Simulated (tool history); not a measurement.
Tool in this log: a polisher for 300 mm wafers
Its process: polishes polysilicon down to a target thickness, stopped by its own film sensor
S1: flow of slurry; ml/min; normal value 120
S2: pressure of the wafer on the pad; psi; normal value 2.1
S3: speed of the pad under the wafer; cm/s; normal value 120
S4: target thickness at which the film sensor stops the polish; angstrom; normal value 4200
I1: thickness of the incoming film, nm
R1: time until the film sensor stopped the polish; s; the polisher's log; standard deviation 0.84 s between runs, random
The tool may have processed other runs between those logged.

run,hour,S1,S2,S3,S4,I1,R1
1,0,120,2.1,120,4200,1020.2,82.3
2,26.1,120,2.1,120,4200,1010.8,78.7
# hour 58.7: worn pad replaced by a new one
3,59.2,120,2.1,120,4200,1012.4,81.6
4,83,120,2.1,120,4200,1032,83.5
5,105.6,120,2.1,120,4200,1000,80.5
6,121,120,2.1,120,4200,1013,80.3
7,146.9,120,2.1,120,4200,1020.3,81.8
8,162.4,120,2.1,120,4200,1034.5,84.8
9,189.4,120,2.1,120,4200,1027.1,83.1
10,217.3,120,2.1,120,4200,1032,85.8
11,239.8,120,2.1,120,4200,1022.5,84.1
12,260.7,120,2.1,120,4200,1033.3,86.3
# hour 294.9: worn pad replaced by a new one
13,295.4,120,2.1,120,4200,1029.4,87.2
# hour 323.5: head pressure recalibrated
14,324,120,2.1,120,4200,1007.7,77.3
15,345.5,120,2.1,132,4200,1013.6,71.9
16,361.9,120,2.1,120,4200,1009.3,79.7
17,379.5,120,2.1,120,4200,1002.4,78.6
18,393,120,2.1,106,5840,1012.6,65
19,411.6,155,2.1,108,2970,1035.4,104.2
# hour 435.4: slurry nozzle cleaned
20,437,120,2.1,120,4200,1019.9,82.2
21,451.5,80,2.1,120,4200,1023.8,91.7
22,479.1,110,2.8,92,5820,1012.7,58.9
# hour 496.1: worn pad replaced by a new one
23,510.2,120,2.5,86,3040,1017.3,113.8
24,541.2,120,2.1,120,4200,1015.5,80.6
25,621.7,155,2.5,96,5970,1022.9,57.5
26,634.1,120,2.1,120,4200,1021.5,83.3
27,649.5,145,2.1,144,3130,1019.5,79.4
28,683.4,145,2.1,92,5900,1023.8,74.2
# hour 690.3: worn pad replaced by a new one
29,699.4,120,2.1,160,5230,1029.2,52.6
30,718.2,120,1.9,120,4200,1009.8,89.3
31,741.4,120,2.7,120,4200,1025.5,65.7
32,777,90,1.7,152,3370,1014.3,99.9
33,791.5,140,2.6,140,4200,1028.6,57
34,808,120,1.5,120,4200,1024.1,118.2
35,836.9,120,2.1,120,5650,1000.6,61.2
36,863.5,120,2.1,120,4200,1021,86.9
37,883.6,120,2.1,120,4200,1024.9,86.1

Forecast each of these 4 alternatives for the next run:
A,884.1,120,2.1,120,4200,1015.7,?
B,884.1,120,1.6,120,5420,1015.7,?
C,884.1,150,2.6,120,4200,1015.7,?
D,884.1,100,1.9,120,5920,1015.7,?

run,R1
A,83.3
B,87
C,64.3
D,68.6
The same runs, with their run-to-run variation unchanged, on a tool lacking any hidden condition would have given:
run,R1
A,79.5
B,82.9
C,61.3
D,65.4
